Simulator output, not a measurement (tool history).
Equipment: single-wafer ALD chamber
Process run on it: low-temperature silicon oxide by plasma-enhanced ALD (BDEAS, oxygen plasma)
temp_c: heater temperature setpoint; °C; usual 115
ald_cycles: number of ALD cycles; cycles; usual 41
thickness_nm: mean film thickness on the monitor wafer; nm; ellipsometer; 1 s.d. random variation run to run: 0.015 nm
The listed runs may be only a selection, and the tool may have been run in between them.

run   hour  temp_c  ald_cycles  wafers since the last listed run  hours since the last thermocouple change  hours since the gauge calibration  read-back reference wafer on the same gauge, thickness_nm  thickness_nm
  1    0.0     115          46                                 0                                    2170.2                              283.6                                                      5.294         6.761
  2   33.4     115          46                               210                                    2203.6                              317.0                                                      5.294         6.799
  3   64.3     115          46                               194                                    2234.5                              347.9                                                      5.289         6.812
  4   80.8     122          37                               104                                    2251.0                              364.4                                                      5.287         5.386
  5  150.5     122          37                               439                                    2320.7                              434.1                                                      5.278         5.347
  6  178.8     122          37                               178                                    2349.0                              462.4                                                      5.274         5.338
  7  201.7     115          41                               144                                    2371.9                              485.3                                                      5.272         6.011
  8  229.2     115          41                               173                                    2399.4                              512.8                                                      5.269         6.011
  9  262.5     115          41                               210                                    2432.7                              546.1                                                      5.265         6.023
 10  291.1     115          41                               180                                    2461.3                              574.7                                                      5.261         6.029
 11  327.0     124          41                               226                                    2497.2                              610.6                                                      5.259         5.890
 12  341.2     124          41                                89                                    2511.4                              624.8                                                      5.256         5.910
 13  368.1     124          41                               169                                    2538.3                              651.7                                                      5.253         5.877
 14  396.6     115          41                               179                                    2566.8                              680.2                                                      5.252         6.007
 15  421.3     115          41                               155                                    2591.5                              704.9                                                      5.248         5.988
 16  444.6     127          36                               146                                    2614.8                              728.2                                                      5.247         5.131
 17  488.4     102          36                               276                                    2658.6                              772.0                                                      5.239         5.415
 18  517.9     115          41                               186                                    2688.1                              801.5                                                      5.236         6.000
     527.6  -- gauge calibrated
 19  543.4     129          33                               160                                    2713.6                               15.8                                                      5.357         4.769
 20  558.6     124          41                                95                                    2728.8                               31.0                                                      5.355         6.012
 21  586.6     128          41                               176                                    2756.8                               59.0                                                      5.349         5.954
 22  600.3     121          41                                86                                    2770.5                               72.7                                                      5.349         6.023
     612.0  -- thermocouple changed; heater temperature recalibrated
 23  614.1     103          43                                36                                       2.1                               86.5                                                      5.347         6.589
 24  627.7     115          47                                85                                      15.7                              100.1                                                      5.345         6.959
 25  657.0     115          41                               184                                      45.0                              129.4                                                      5.342         6.079
 26  683.6     115          34                               167                                      71.6                              156.0                                                      5.341         5.065
 27  713.5     101          41                               188                                     101.5                              185.9                                                      5.336         6.265
 28  728.4     103          46                                93                                     116.4                              200.8                                                      5.332         7.039
 29  750.2     120          48                               137                                     138.2                              222.6                                                      5.333         7.041
 30  780.6     109          39                               191                                     168.6                              253.0                                                      5.327         5.860
 31  797.4     115          41                               105                                     185.4                              269.8                                                      5.327         6.084

Hidden state or all else? Some run-to-run changes of thickness_nm, split into what the settings, what came in and random variation would give without the hidden state, and what is left for the hidden state (with any gauge scatter that isn't in both results):
What the log doesn't record here: wafer temperature above the value expected at the setpoint (K); gauge reads high (%).
Run 3 -> 4: temp_c 115 -> 122, ald_cycles 46 -> 37. thickness_nm -1.426 nm: hidden state +0.012, all else -1.438.
Run 17 -> 18: temp_c 102 -> 115, ald_cycles 36 -> 41. thickness_nm +0.585 nm: hidden state -0.015, all else +0.600.
Run 18 -> 19: temp_c 115 -> 129, ald_cycles 41 -> 33, gauge calibrated. thickness_nm -1.231 nm: hidden state +0.133, all else -1.364.
Run 19 -> 20: temp_c 129 -> 124, ald_cycles 33 -> 41. thickness_nm +1.243 nm: hidden state +0.002, all else +1.241.
